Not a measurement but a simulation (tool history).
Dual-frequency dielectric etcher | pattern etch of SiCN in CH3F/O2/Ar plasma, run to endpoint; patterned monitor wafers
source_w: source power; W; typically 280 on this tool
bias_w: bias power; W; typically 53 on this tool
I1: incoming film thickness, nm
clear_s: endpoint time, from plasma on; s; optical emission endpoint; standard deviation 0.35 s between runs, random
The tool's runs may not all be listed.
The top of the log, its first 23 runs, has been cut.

{"run": 24, "hour": 1709.4, "source_w": 280, "bias_w": 53, "I1": 11.1, "clear_s": 39.3}
{"run": 25, "hour": 1774.8, "source_w": 280, "bias_w": 53, "I1": 11.08, "clear_s": 38.8}
{"run": 26, "hour": 1822.5, "source_w": 280, "bias_w": 57, "I1": 11, "clear_s": 37.5}
{"run": 27, "hour": 1865.2, "source_w": 280, "bias_w": 53, "I1": 11.15, "clear_s": 39.2}
{"run": 28, "hour": 1908.7, "source_w": 230, "bias_w": 53, "I1": 11.12, "clear_s": 44}
{"run": 29, "hour": 1965.0, "source_w": 230, "bias_w": 46, "I1": 11.12, "clear_s": 46.9}
{"run": 30, "hour": 2005.5, "source_w": 280, "bias_w": 53, "I1": 11.04, "clear_s": 38.6}
{"run": 31, "hour": 2040.6, "source_w": 220, "bias_w": 62, "I1": 11.06, "clear_s": 42.4}
{"run": 32, "hour": 2092.6, "source_w": 320, "bias_w": 57, "I1": 10.95, "clear_s": 34.3}

Consider 3 possible next runs. They are alternatives, not a sequence: every one starts from the tool as it was left by run 32. What does each give?
{"run": "A", "hour": 2093.0, "source_w": 280, "bias_w": 60, "I1": 11.15, "clear_s": "?"}
{"run": "B", "hour": 2093.0, "source_w": 230, "bias_w": 63, "I1": 11.15, "clear_s": "?"}
{"run": "C", "hour": 2093.0, "source_w": 310, "bias_w": 47, "I1": 11.15, "clear_s": "?"}

run=A clear_s=36.4
run=B clear_s=40.4
run=C clear_s=38.2
Take away the tool's hidden state, keep each run's random variation, and the runs would have read:
run=A clear_s=36.6
run=B clear_s=40.6
run=C clear_s=38.4

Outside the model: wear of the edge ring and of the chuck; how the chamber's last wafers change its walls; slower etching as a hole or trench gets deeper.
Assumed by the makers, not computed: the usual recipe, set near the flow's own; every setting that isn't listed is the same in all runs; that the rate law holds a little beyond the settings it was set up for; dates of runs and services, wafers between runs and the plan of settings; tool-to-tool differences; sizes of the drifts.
